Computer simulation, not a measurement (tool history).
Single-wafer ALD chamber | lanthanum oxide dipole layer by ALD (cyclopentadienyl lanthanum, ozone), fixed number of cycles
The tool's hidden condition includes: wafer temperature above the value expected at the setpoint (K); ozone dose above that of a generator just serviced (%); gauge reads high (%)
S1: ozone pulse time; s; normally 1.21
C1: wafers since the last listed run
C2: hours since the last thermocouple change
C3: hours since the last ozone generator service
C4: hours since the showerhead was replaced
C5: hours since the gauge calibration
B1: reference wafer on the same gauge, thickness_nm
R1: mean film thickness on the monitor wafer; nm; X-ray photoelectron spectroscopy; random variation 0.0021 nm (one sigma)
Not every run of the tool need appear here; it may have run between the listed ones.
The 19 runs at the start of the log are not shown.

run,day,S1,C1,C2,C3,C4,C5,B1,R1
20,9.6,1.04,261,17.4,1822.6,96.9,105.2,0.47,0.484
21,9.975,0.77,169,26.4,1831.6,105.9,114.2,0.471,0.455
22,10.292,1.21,142,34,1839.2,113.5,121.8,0.472,0.497
23,12.479,0.81,987,86.5,1891.7,166,174.3,0.471,0.461
24,12.808,1.08,148,94.4,1899.6,173.9,182.2,0.471,0.485
# day 13.158: ozone generator serviced
25,13.379,1.21,107,108.1,5.3,187.6,195.9,0.472,0.534
26,13.888,1.46,229,120.3,17.5,199.8,208.1,0.471,0.546
# day 15.8: gauge calibrated
27,15.942,0.99,927,169.6,66.8,249.1,3.4,0.471,0.513
28,16.454,1.21,231,181.9,79.1,261.4,15.7,0.472,0.528
29,17.146,1.09,312,198.5,95.7,278,32.3,0.471,0.524
30,17.708,1.21,253,212,109.2,291.5,45.8,0.472,0.53
31,18.392,0.86,308,228.4,125.6,307.9,62.2,0.471,0.503
32,18.671,1.21,126,235.1,132.3,314.6,68.9,0.471,0.528
33,19.188,1.4,233,247.5,144.7,327,81.3,0.471,0.536
34,19.921,0.85,331,265.1,162.3,344.6,98.9,0.471,0.499

4 options for the next run, each taken on its own from the tool as it stands now. Forecast them:
A,19.938,1.21,7,265.5,162.7,345,99.3,?,?
B,19.938,1.49,7,265.5,162.7,345,99.3,?,?
C,19.938,1.39,7,265.5,162.7,345,99.3,?,?
D,19.938,1.64,7,265.5,162.7,345,99.3,?,?

run,B1,R1
A,0.47,0.526
B,0.47,0.542
C,0.47,0.537
D,0.47,0.549
Take away the tool's hidden state, keep each run's random variation, and the runs would have read:
run,R1
A,0.534
B,0.548
C,0.544
D,0.554
